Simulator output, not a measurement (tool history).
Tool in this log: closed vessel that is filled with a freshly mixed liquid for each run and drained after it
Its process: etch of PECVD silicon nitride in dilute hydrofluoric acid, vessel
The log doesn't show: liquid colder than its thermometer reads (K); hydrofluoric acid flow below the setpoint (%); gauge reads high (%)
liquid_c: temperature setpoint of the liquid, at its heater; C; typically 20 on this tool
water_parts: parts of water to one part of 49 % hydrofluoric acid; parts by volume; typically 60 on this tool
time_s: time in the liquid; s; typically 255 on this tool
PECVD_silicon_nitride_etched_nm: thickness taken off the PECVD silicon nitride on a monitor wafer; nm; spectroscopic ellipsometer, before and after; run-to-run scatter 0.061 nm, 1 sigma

run	hour	liquid_c	water_parts	time_s	wafers since the last listed run	hours since the thermometer was replaced	hours since the hydrofluoric acid flow meter was replaced	hours since the gauge calibration	read-back film thickness of the PECVD silicon nitride reference wafer, read on the same gauge (nm)	PECVD_silicon_nitride_etched_nm
1	0	20	60	255	0	742.6	2132.3	28.4	59.99	14.43
2	10.6	20	60	255	1283	753.2	2142.9	39	59.99	14.49
3	19.2	20	60	255	1041	761.8	2151.5	47.6	60.01	14.46
4	27.1	20	60	255	956	769.7	2159.4	55.5	60.02	14.42
5	43.7	20	60	255	2009	786.3	2176	72.1	59.99	14.49
6	57.3	20	60	255	1646	799.9	2189.6	85.7	60	14.39
7	74.9	20	60	255	2130	817.5	2207.2	103.3	59.98	14.28
8	83.3	22	35	255	1016	825.9	2215.6	111.7	59.98	27.59
# hour 98.1: hydrofluoric acid flow meter replaced
9	99.6	20	45	255	1852	842.2	1.5	128	59.99	18.85
10	106.4	20	45	255	823	849	8.3	134.8	60.02	18.72
# hour 115.7: thermometer replaced
11	124.2	24.5	60	255	2033	8.5	26.1	152.6	60.02	23.07
# hour 129.7: gauge calibrated
12	138.3	23	80	155	1706	22.6	40.2	8.6	59.98	9.55
13	147.9	24.5	85	375	1162	32.2	49.8	18.2	60	24.04
14	154.9	21.5	60	255	847	39.2	56.8	25.2	60	18.78
15	171.3	24.5	60	395	1985	55.6	73.2	41.6	59.99	35.47

Predict each of these 3 candidate next runs independently; none follows another, all start after run 15:
A	172	20	60	195	84	56.3	73.9	42.3	?	?
B	172	17	80	210	84	56.3	73.9	42.3	?	?
C	172	17	60	205	84	56.3	73.9	42.3	?	?

run	read-back film thickness of the PECVD silicon nitride reference wafer, read on the same gauge (nm)	PECVD_silicon_nitride_etched_nm
A	60	12.91
B	60	8.52
C	60	11
Take away the tool's hidden state, keep each run's random variation, and the runs would have read:
run	PECVD_silicon_nitride_etched_nm
A	13.07
B	8.63
C	11.14
